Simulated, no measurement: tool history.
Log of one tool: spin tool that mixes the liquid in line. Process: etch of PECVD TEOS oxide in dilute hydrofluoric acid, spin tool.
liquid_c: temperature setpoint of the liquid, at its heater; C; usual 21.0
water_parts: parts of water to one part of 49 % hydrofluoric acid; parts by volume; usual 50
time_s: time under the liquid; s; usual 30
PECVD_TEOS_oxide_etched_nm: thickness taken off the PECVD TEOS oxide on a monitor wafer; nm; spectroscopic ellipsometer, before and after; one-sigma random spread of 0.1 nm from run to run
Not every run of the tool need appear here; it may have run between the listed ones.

run,hour,liquid_c,water_parts,time_s,"read-back film thickness of the PECVD TEOS oxide reference wafer, read on the same gauge (nm)",PECVD_TEOS_oxide_etched_nm
1,0.0,21.0,50,30,120.00,9.76
2,45.5,21.0,50,30,120.02,9.65
3,104.4,21.0,50,30,120.01,9.73
4,131.4,21.0,50,30,120.00,9.62
5,177.7,21.0,50,30,119.97,9.55
6,235.1,21.0,50,30,119.97,9.32
7,291.3,21.0,50,30,119.99,9.17
8,346.6,21.0,50,30,119.99,9.26
# hour 393.0: hydrofluoric acid flow meter replaced
9,399.1,21.0,50,30,120.01,10.49
10,430.4,17.5,50,40,120.02,11.99
# hour 480.0: thermometer replaced
11,493.1,19.5,50,30,120.02,10.80
12,541.6,21.0,50,30,120.02,11.44
13,638.0,18.5,30,30,120.01,17.24
14,703.4,22.5,50,45,120.00,17.86
15,760.8,21.0,30,30,120.02,18.92
# hour 776.4: gauge calibrated
16,796.2,17.5,50,40,120.01,12.58
17,923.3,21.0,60,30,120.02,9.04
18,984.6,21.0,40,30,120.02,13.59

Hidden state or all else? Some run-to-run changes of PECVD_TEOS_oxide_etched_nm, split into what the settings, what came in and random variation would give without the hidden state, and what is left for the hidden state (with any gauge scatter that isn't in both results):
Hidden conditions of the tool in this case: liquid colder than its thermometer reads (K); hydrofluoric acid flow below the setpoint (%); gauge reads high (%).
Run 10 -> 11: liquid_c 17.5 -> 19.5, time_s 40 -> 30, thermometer replaced. PECVD_TEOS_oxide_etched_nm -1.19 nm: hidden state +1.34, all else -2.53.
Run 15 -> 16: liquid_c 21.0 -> 17.5, water_parts 30 -> 50, time_s 30 -> 40, gauge calibrated. PECVD_TEOS_oxide_etched_nm -6.34 nm: hidden state +0.27, all else -6.61.
